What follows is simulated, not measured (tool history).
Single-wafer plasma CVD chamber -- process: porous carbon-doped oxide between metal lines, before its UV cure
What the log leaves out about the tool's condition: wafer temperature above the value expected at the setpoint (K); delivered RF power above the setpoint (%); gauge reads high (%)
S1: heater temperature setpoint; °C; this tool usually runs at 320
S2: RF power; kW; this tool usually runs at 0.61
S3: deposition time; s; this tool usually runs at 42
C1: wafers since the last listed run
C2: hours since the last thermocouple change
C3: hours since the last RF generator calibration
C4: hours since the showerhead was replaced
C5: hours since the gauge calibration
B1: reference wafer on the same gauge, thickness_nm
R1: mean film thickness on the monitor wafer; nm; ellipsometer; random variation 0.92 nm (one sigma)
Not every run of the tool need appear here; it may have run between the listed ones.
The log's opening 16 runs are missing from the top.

run,day,S1,S2,S3,C1,C2,C3,C4,C5,B1,R1
17,19.488,320,0.61,37.7,330,19.2,187.7,1971.4,866.3,214.403,199.341
18,20.408,320,0.61,42,390,41.3,209.8,1993.5,888.4,214.099,222.36
19,21.183,329,0.49,44.8,328,59.9,228.4,2012.1,907,214.212,191.69
# day 21.921: gauge calibrated
20,21.992,320,0.61,42,343,79.3,247.8,2031.5,1.7,214.112,224.195
21,23.05,315,0.545,42,449,104.7,273.2,2056.9,27.1,213.957,210.49
22,25.562,325,0.61,34.1,1066,165,333.5,2117.2,87.4,214.05,176.831
23,26.262,320,0.61,42,297,181.8,350.3,2134,104.2,213.915,222.998
24,27.121,326,0.695,34.6,364,202.4,370.9,2154.6,124.8,214.304,197.726
# day 28.279: showerhead replaced
25,28.3,320,0.61,37.1,359,230.7,399.2,0.5,153.1,213.959,197.19
26,29.121,313,0.61,42,348,250.4,418.9,20.2,172.8,213.93,234.828
27,29.804,320,0.645,45.8,290,266.8,435.3,36.6,189.2,214.137,256.75
28,30.742,331,0.505,49.3,397,289.3,457.8,59.1,211.7,213.757,214.613
29,32.146,334,0.61,42,595,323,491.5,92.8,245.4,214.06,209.252
30,33.317,311,0.61,39.8,496,351.1,519.6,120.9,273.5,214.09,226.23
31,34.662,320,0.61,42,571,383.4,551.9,153.2,305.8,214.013,226.397
32,35.362,320,0.61,42,297,400.2,568.7,170,322.6,213.584,226.071
33,36.042,320,0.52,42,288,416.5,585,186.3,338.9,213.876,200.115

Branching from run 33: 4 alternative next runs. What would each branch give?
A,36.058,320,0.665,42,7,416.9,585.4,186.7,339.3,?,?
B,36.058,333,0.715,34.3,7,416.9,585.4,186.7,339.3,?,?
C,36.058,334,0.61,36.2,7,416.9,585.4,186.7,339.3,?,?
D,36.058,320,0.545,38.3,7,416.9,585.4,186.7,339.3,?,?

run,B1,R1
A,214.217,241.152
B,214.217,194.077
C,214.217,181.301
D,214.217,190.119
Had the tool no hidden state, the same runs would have come out as:
run,R1
A,238.98
B,192.539
C,179.869
D,188.406

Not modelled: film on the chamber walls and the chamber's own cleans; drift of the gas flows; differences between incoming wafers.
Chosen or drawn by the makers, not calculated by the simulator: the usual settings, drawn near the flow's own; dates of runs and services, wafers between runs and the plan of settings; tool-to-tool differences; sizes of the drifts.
